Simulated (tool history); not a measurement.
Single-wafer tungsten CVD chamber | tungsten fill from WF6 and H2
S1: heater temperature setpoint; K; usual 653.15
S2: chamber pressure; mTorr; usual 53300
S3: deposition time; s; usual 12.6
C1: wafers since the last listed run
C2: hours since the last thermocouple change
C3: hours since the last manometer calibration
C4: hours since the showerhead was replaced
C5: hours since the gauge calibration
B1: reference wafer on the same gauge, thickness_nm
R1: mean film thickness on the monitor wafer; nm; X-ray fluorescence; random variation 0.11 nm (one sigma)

run	hour	S1	S2	S3	C1	C2	C3	C4	C5	B1	R1
1	0.0	653.15	53300	12.6	0	2360.6	779.3	2575.7	438.7	28.690	31.737
2	29.1	653.15	53300	12.6	904	2389.7	808.4	2604.8	467.8	28.713	31.611
3	47.5	653.15	53300	12.6	571	2408.1	826.8	2623.2	486.2	28.735	31.417
# hour 72.1: thermocouple changed; heater temperature recalibrated
4	72.6	653.15	53300	12.6	531	0.5	851.9	2648.3	511.3	28.715	29.299
5	99.8	653.15	53300	12.6	845	27.7	879.1	2675.5	538.5	28.698	29.514
6	115.8	653.15	53300	12.1	497	43.7	895.1	2691.5	554.5	28.724	28.184
7	151.2	653.15	53300	12.1	1100	79.1	930.5	2726.9	589.9	28.709	28.636
8	183.4	653.15	53300	10.9	1000	111.3	962.7	2759.1	622.1	28.735	25.739
9	217.3	653.15	53300	10.9	1053	145.2	996.6	2793.0	656.0	28.728	25.716
10	235.9	653.15	53300	10.9	578	163.8	1015.2	2811.6	674.6	28.704	25.782
11	248.6	653.15	53300	12.6	394	176.5	1027.9	2824.3	687.3	28.677	29.680
12	262.5	661.15	53300	12.6	431	190.4	1041.8	2838.2	701.2	28.690	34.389
13	292.1	658.15	53300	11.8	919	220.0	1071.4	2867.8	730.8	28.715	30.614
14	380.6	653.15	44100	11.8	2750	308.5	1159.9	2956.3	819.3	28.708	25.643
15	400.9	649.15	44300	14.2	630	328.8	1180.2	2976.6	839.6	28.708	28.675
# hour 428.8: showerhead replaced
16	429.3	638.15	64800	13.6	633	357.2	1208.6	0.5	868.0	28.728	27.246
17	448.3	653.15	61200	11.9	590	376.2	1227.6	19.5	887.0	28.699	30.520
# hour 460.9: capacitance manometer re-zeroed and calibrated
18	470.9	653.15	53300	12.6	453	398.8	10.0	42.1	909.6	28.686	30.200
19	486.0	653.15	62000	11.8	469	413.9	25.1	57.2	924.7	28.671	30.509
20	498.4	653.15	53300	12.6	385	426.3	37.5	69.6	937.1	28.720	30.241
21	519.6	657.15	48900	11.1	658	447.5	58.7	90.8	958.3	28.691	27.520
22	548.3	646.15	60600	11.4	891	476.2	87.4	119.5	987.0	28.694	25.909
23	565.5	638.15	53300	12.6	534	493.4	104.6	136.7	1004.2	28.704	23.155
24	614.0	643.15	57100	11.2	1507	541.9	153.1	185.2	1052.7	28.691	23.385
25	637.9	657.15	53300	12.6	742	565.8	177.0	209.1	1076.6	28.719	32.792
# hour 665.3: gauge calibrated
26	711.1	653.15	45800	12.6	2274	639.0	250.2	282.3	45.8	28.714	28.555
27	730.8	644.15	53300	12.6	612	658.7	269.9	302.0	65.5	28.674	26.117
28	747.6	653.15	62000	11.8	522	675.5	286.7	318.8	82.3	28.682	31.226
29	780.8	653.15	53300	12.6	1031	708.7	319.9	352.0	115.5	28.718	30.589
30	810.0	653.15	53300	12.6	907	737.9	349.1	381.2	144.7	28.703	30.608
31	898.1	653.15	64800	12.6	2737	826.0	437.2	469.3	232.8	28.689	33.898
32	932.6	657.15	53300	12.6	1072	860.5	471.7	503.8	267.3	28.700	33.195
33	951.5	653.15	65100	15.0	587	879.4	490.6	522.7	286.2	28.720	40.960
34	986.6	653.15	53300	13.6	1090	914.5	525.7	557.8	321.3	28.697	33.486

4 ways to go on from here, each from the tool as it stands after run 34. What would each give?
A	987.0	647.15	53300	12.6	12	914.9	526.1	558.2	321.7	?	?
B	987.0	641.15	48800	13.9	12	914.9	526.1	558.2	321.7	?	?
C	987.0	659.15	48800	14.1	12	914.9	526.1	558.2	321.7	?	?
D	987.0	653.15	53300	11.2	12	914.9	526.1	558.2	321.7	?	?

run	B1	R1
A	28.700	27.836
B	28.700	26.332
C	28.700	36.824
D	28.700	27.522
Without the tool's hidden state the same runs would have given:
run	R1
A	26.256
B	24.810
C	34.823
D	26.004
